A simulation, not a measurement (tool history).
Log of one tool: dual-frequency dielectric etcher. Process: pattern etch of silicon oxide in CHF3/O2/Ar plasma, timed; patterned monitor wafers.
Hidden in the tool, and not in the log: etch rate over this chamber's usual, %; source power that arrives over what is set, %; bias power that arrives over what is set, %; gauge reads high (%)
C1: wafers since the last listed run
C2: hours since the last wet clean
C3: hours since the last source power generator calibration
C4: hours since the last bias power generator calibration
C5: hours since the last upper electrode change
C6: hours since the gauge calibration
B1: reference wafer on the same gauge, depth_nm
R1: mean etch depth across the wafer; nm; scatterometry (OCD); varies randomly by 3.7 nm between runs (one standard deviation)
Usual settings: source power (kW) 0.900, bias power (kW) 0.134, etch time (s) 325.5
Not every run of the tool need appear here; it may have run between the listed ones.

run 1 hour=0.0 | source_power_(kW)=0.830 bias_power_(kW)=0.108 etch_time_(s)=325.5 | C1=0 C2=46.9 C3=3207.6 C4=76.2 C5=2575.4 C6=1975.0 | B1=622.0 | R1=653.7
run 2 hour=41.9 | source_power_(kW)=0.900 bias_power_(kW)=0.134 etch_time_(s)=325.5 | C1=235 C2=88.8 C3=3249.5 C4=118.1 C5=2617.3 C6=2016.9 | B1=623.6 | R1=738.8
-- hour=69.6 upper electrode replaced
run 3 hour=70.5 | source_power_(kW)=0.900 bias_power_(kW)=0.134 etch_time_(s)=325.5 | C1=25 C2=117.4 C3=3278.1 C4=146.7 C5=0.9 C6=2045.5 | B1=623.0 | R1=732.7
run 4 hour=110.5 | source_power_(kW)=0.900 bias_power_(kW)=0.134 etch_time_(s)=325.5 | C1=224 C2=157.4 C3=3318.1 C4=186.7 C5=40.9 C6=2085.5 | B1=622.1 | R1=721.5
run 5 hour=174.4 | source_power_(kW)=0.900 bias_power_(kW)=0.134 etch_time_(s)=325.5 | C1=358 C2=221.3 C3=3382.0 C4=250.6 C5=104.8 C6=2149.4 | B1=624.5 | R1=718.1
run 6 hour=241.7 | source_power_(kW)=0.900 bias_power_(kW)=0.134 etch_time_(s)=325.5 | C1=377 C2=288.6 C3=3449.3 C4=317.9 C5=172.1 C6=2216.7 | B1=622.5 | R1=715.2
run 7 hour=272.5 | source_power_(kW)=0.900 bias_power_(kW)=0.134 etch_time_(s)=325.5 | C1=172 C2=319.4 C3=3480.1 C4=348.7 C5=202.9 C6=2247.5 | B1=623.9 | R1=704.0
run 8 hour=319.7 | source_power_(kW)=0.900 bias_power_(kW)=0.148 etch_time_(s)=385.0 | C1=264 C2=366.6 C3=3527.3 C4=395.9 C5=250.1 C6=2294.7 | B1=624.1 | R1=872.0
run 9 hour=391.6 | source_power_(kW)=0.990 bias_power_(kW)=0.134 etch_time_(s)=296.5 | C1=403 C2=438.5 C3=3599.2 C4=467.8 C5=322.0 C6=2366.6 | B1=622.6 | R1=666.0
-- hour=418.8 wet clean of the chamber
run 10 hour=454.0 | source_power_(kW)=1.100 bias_power_(kW)=0.110 etch_time_(s)=356.0 | C1=215 C2=35.2 C3=3661.6 C4=530.2 C5=384.4 C6=2429.0 | B1=622.0 | R1=807.5
-- hour=477.8 gauge calibrated
run 11 hour=501.5 | source_power_(kW)=0.900 bias_power_(kW)=0.134 etch_time_(s)=241.0 | C1=266 C2=82.7 C3=3709.1 C4=577.7 C5=431.9 C6=23.7 | B1=623.0 | R1=537.8
run 12 hour=543.2 | source_power_(kW)=0.900 bias_power_(kW)=0.134 etch_time_(s)=389.0 | C1=233 C2=124.4 C3=3750.8 C4=619.4 C5=473.6 C6=65.4 | B1=622.2 | R1=867.3
run 13 hour=578.0 | source_power_(kW)=1.000 bias_power_(kW)=0.134 etch_time_(s)=393.0 | C1=195 C2=159.2 C3=3785.6 C4=654.2 C5=508.4 C6=100.2 | B1=623.1 | R1=905.8
-- hour=599.6 source power generator calibrated
run 14 hour=614.4 | source_power_(kW)=0.730 bias_power_(kW)=0.134 etch_time_(s)=272.5 | C1=181 C2=195.6 C3=14.8 C4=690.6 C5=544.8 C6=136.6 | B1=621.2 | R1=553.2
run 15 hour=680.4 | source_power_(kW)=0.790 bias_power_(kW)=0.147 etch_time_(s)=379.5 | C1=370 C2=261.6 C3=80.8 C4=756.6 C5=610.8 C6=202.6 | B1=624.4 | R1=819.9
run 16 hour=743.0 | source_power_(kW)=0.840 bias_power_(kW)=0.134 etch_time_(s)=279.0 | C1=351 C2=324.2 C3=143.4 C4=819.2 C5=673.4 C6=265.2 | B1=622.9 | R1=588.8
run 17 hour=786.1 | source_power_(kW)=0.980 bias_power_(kW)=0.109 etch_time_(s)=253.5 | C1=241 C2=367.3 C3=186.5 C4=862.3 C5=716.5 C6=308.3 | B1=621.5 | R1=527.4
-- hour=812.9 wet clean of the chamber
run 18 hour=849.7 | source_power_(kW)=0.900 bias_power_(kW)=0.107 etch_time_(s)=325.5 | C1=222 C2=36.8 C3=250.1 C4=925.9 C5=780.1 C6=371.9 | B1=623.0 | R1=673.5
run 19 hour=906.7 | source_power_(kW)=0.900 bias_power_(kW)=0.134 etch_time_(s)=325.5 | C1=319 C2=93.8 C3=307.1 C4=982.9 C5=837.1 C6=428.9 | B1=622.7 | R1=723.8
run 20 hour=954.7 | source_power_(kW)=0.770 bias_power_(kW)=0.100 etch_time_(s)=291.5 | C1=269 C2=141.8 C3=355.1 C4=1030.9 C5=885.1 C6=476.9 | B1=622.8 | R1=546.4
run 21 hour=990.4 | source_power_(kW)=0.900 bias_power_(kW)=0.102 etch_time_(s)=325.5 | C1=200 C2=177.5 C3=390.8 C4=1066.6 C5=920.8 C6=512.6 | B1=623.2 | R1=648.5
run 22 hour=1027.4 | source_power_(kW)=0.820 bias_power_(kW)=0.150 etch_time_(s)=232.0 | C1=207 C2=214.5 C3=427.8 C4=1103.6 C5=957.8 C6=549.6 | B1=623.6 | R1=514.2
run 23 hour=1079.2 | source_power_(kW)=0.900 bias_power_(kW)=0.123 etch_time_(s)=290.5 | C1=290 C2=266.3 C3=479.6 C4=1155.4 C5=1009.6 C6=601.4 | B1=623.9 | R1=620.0
run 24 hour=1130.0 | source_power_(kW)=1.050 bias_power_(kW)=0.163 etch_time_(s)=259.5 | C1=284 C2=317.1 C3=530.4 C4=1206.2 C5=1060.4 C6=652.2 | B1=623.6 | R1=651.7
run 25 hour=1157.4 | source_power_(kW)=0.900 bias_power_(kW)=0.167 etch_time_(s)=325.5 | C1=153 C2=344.5 C3=557.8 C4=1233.6 C5=1087.8 C6=679.6 | B1=622.8 | R1=776.6
run 26 hour=1188.0 | source_power_(kW)=0.900 bias_power_(kW)=0.148 etch_time_(s)=385.0 | C1=171 C2=375.1 C3=588.4 C4=1264.2 C5=1118.4 C6=710.2 | B1=623.0 | R1=866.8
run 27 hour=1227.3 | source_power_(kW)=0.900 bias_power_(kW)=0.134 etch_time_(s)=325.5 | C1=220 C2=414.4 C3=627.7 C4=1303.5 C5=1157.7 C6=749.5 | B1=623.0 | R1=697.0
run 28 hour=1252.8 | source_power_(kW)=0.900 bias_power_(kW)=0.134 etch_time_(s)=325.5 | C1=143 C2=439.9 C3=653.2 C4=1329.0 C5=1183.2 C6=775.0 | B1=622.4 | R1=705.0
-- hour=1315.3 wet clean of the chamber
run 29 hour=1317.2 | source_power_(kW)=0.900 bias_power_(kW)=0.120 etch_time_(s)=325.5 | C1=226 C2=1.9 C3=717.6 C4=1393.4 C5=1247.6 C6=839.4 | B1=622.1 | R1=706.5

Each row is a separate what-if for the run after 29, all from the same tool condition, not one after another. Results?
run A hour=1317.7 | source_power_(kW)=0.820 bias_power_(kW)=0.134 etch_time_(s)=325.5 | C1=2 C2=2.4 C3=718.1 C4=1393.9 C5=1248.1 C6=839.9 | B1=? | R1=?
run B hour=1317.7 | source_power_(kW)=1.000 bias_power_(kW)=0.122 etch_time_(s)=325.5 | C1=2 C2=2.4 C3=718.1 C4=1393.9 C5=1248.1 C6=839.9 | B1=? | R1=?
run C hour=1317.7 | source_power_(kW)=1.030 bias_power_(kW)=0.152 etch_time_(s)=325.5 | C1=2 C2=2.4 C3=718.1 C4=1393.9 C5=1248.1 C6=839.9 | B1=? | R1=?
run D hour=1317.7 | source_power_(kW)=0.990 bias_power_(kW)=0.163 etch_time_(s)=325.5 | C1=2 C2=2.4 C3=718.1 C4=1393.9 C5=1248.1 C6=839.9 | B1=? | R1=?
run E hour=1317.7 | source_power_(kW)=1.070 bias_power_(kW)=0.165 etch_time_(s)=299.0 | C1=2 C2=2.4 C3=718.1 C4=1393.9 C5=1248.1 C6=839.9 | B1=? | R1=?

run=A B1=623.5 R1=710.3
run=B B1=623.5 R1=743.1
run=C B1=623.5 R1=818.9
run=D B1=623.5 R1=828.2
run=E B1=623.5 R1=788.6
Take away the tool's hidden state, keep each run's random variation, and the runs would have read:
run=A R1=709.0
run=B R1=741.7
run=C R1=817.4
run=D R1=826.6
run=E R1=787.2
